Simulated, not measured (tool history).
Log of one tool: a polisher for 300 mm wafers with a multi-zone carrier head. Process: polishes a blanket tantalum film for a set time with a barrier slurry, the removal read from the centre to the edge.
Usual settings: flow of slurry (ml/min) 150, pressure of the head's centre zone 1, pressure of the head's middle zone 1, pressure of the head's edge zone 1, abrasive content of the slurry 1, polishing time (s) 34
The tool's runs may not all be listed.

run,hour,flow of slurry (ml/min),pressure of the head's centre zone,pressure of the head's middle zone,pressure of the head's edge zone,abrasive content of the slurry,polishing time (s),wafers since the last listed run,wafers polished on this pad,hours since the slurry nozzle was cleaned,hours since the centre zone pressure was calibrated,hours since the edge zone pressure was calibrated,hours since the carrier head's membrane was replaced,"incoming thickness of the incoming film, nm",film removed at the wafer's centre (Å),film removed at mid-radius (Å),film removed at the wafer's edge (Å)
1,0,150,1,1,1,1,34,0,2953,333.8,461.9,611.1,26.8,452.9,519,516,542
2,94,150,1,1,1,1,34,968,3922,427.8,555.9,705.1,120.8,443.5,511,523,545
# hour 125.1: edge zone pressure recalibrated
# hour 128.2: centre zone pressure recalibrated
3,145.9,150,1,1,1,1,34,493,4415,479.7,17.7,20.8,172.7,455.1,498,504,531
# hour 150.9: worn pad replaced by a new one, of another model than before
4,198.3,150,1,1,1,1,34,498,488,532.1,70.1,73.2,225.1,457,534,529,567
5,242.7,150,1,1,1,1,34,457,946,576.5,114.5,117.6,269.5,455.1,526,527,549
6,343.6,150,1.05,1.07,1.08,1,27,1040,1986,677.4,215.4,218.5,370.4,452.5,431,441,450
7,435.1,150,1,1,1,1,34,943,2929,768.9,306.9,310,461.9,453.8,530,527,546
# hour 465.6: slurry nozzle cleaned
8,512.1,150,1,1,1.04,1,34,783,3713,46.5,383.9,387,538.9,446.1,542,547,577
# hour 647.2: worn pad replaced by a new one
9,737.5,150,1,1,1,1.15,34,2282,931,271.9,609.3,612.4,764.3,455.6,560,561,574
10,778.5,100,1.06,1,0.92,1,27,422,1353,312.9,650.3,653.4,805.3,451.5,427,402,404
11,824.9,170,1,1,1.08,1.2,45,478,1831,359.3,696.7,699.8,851.7,456.3,756,761,817
# hour 838.5: centre zone pressure recalibrated
# hour 889.3: edge zone pressure recalibrated
12,894.4,150,1,1,1,1,34,675,2507,428.8,55.9,5.1,921.2,458.8,540,529,557
13,979.5,150,1.1,1,1,0.7,34,877,3384,513.9,141,90.2,1006.3,452,502,457,472
14,1029.6,135,1,1,1,1,22,516,3900,564,191.1,140.3,1056.4,453,338,336,351
15,1098.2,150,1,1,1,1,34,707,4607,632.6,259.7,208.9,1125,449,520,528,550
16,1187.2,150,1,1,1,1,34,917,5525,721.6,348.7,297.9,1214,444.9,523,524,549
# hour 1206.7: worn pad replaced by a new one
17,1282.4,195,1,1,1,1,25,940,780,816.8,443.9,393.1,1309.2,446.2,396,404,410
18,1350.7,100,0.96,1,1.12,0.85,34,704,1484,885.1,512.2,461.4,1377.5,455.7,435,467,522
# hour 1394.7: slurry nozzle cleaned
19,1396.9,150,1.1,1.04,1,1,34,465,1950,2.2,558.4,507.6,1423.7,445,621,572,567
20,1479.8,150,1,1,1,1,34,854,2805,85.1,641.3,590.5,1506.6,453.4,539,560,580
# hour 1484: centre zone pressure recalibrated
21,1528.7,150,1,1,1,1,34,483,3288,134,44.7,639.4,1555.5,444.3,544,554,559
# hour 1539.9: edge zone pressure recalibrated
22,1573.3,150,1.07,1,1,1,34,439,3727,178.6,89.3,33.4,1600.1,451.1,586,540,560

3 ways to go on from here, each from the tool as it stands after run 22. What would each give?
A,1573.7,150,1,1,1,0.9,34,4,3731,179,89.7,33.8,1600.5,455.8,?,?,?
B,1573.7,150,1,1.04,1,1,43,4,3731,179,89.7,33.8,1600.5,455.8,?,?,?
C,1573.7,130,1,0.94,1,0.7,30,4,3731,179,89.7,33.8,1600.5,455.8,?,?,?

run,film removed at the wafer's centre (Å),film removed at mid-radius (Å),film removed at the wafer's edge (Å)
A,519,518,535
B,682,703,702
C,403,383,419
Without the tool's hidden state the same runs would have given:
run,film removed at the wafer's centre (Å),film removed at mid-radius (Å),film removed at the wafer's edge (Å)
A,535,532,545
B,703,722,716
C,417,394,428
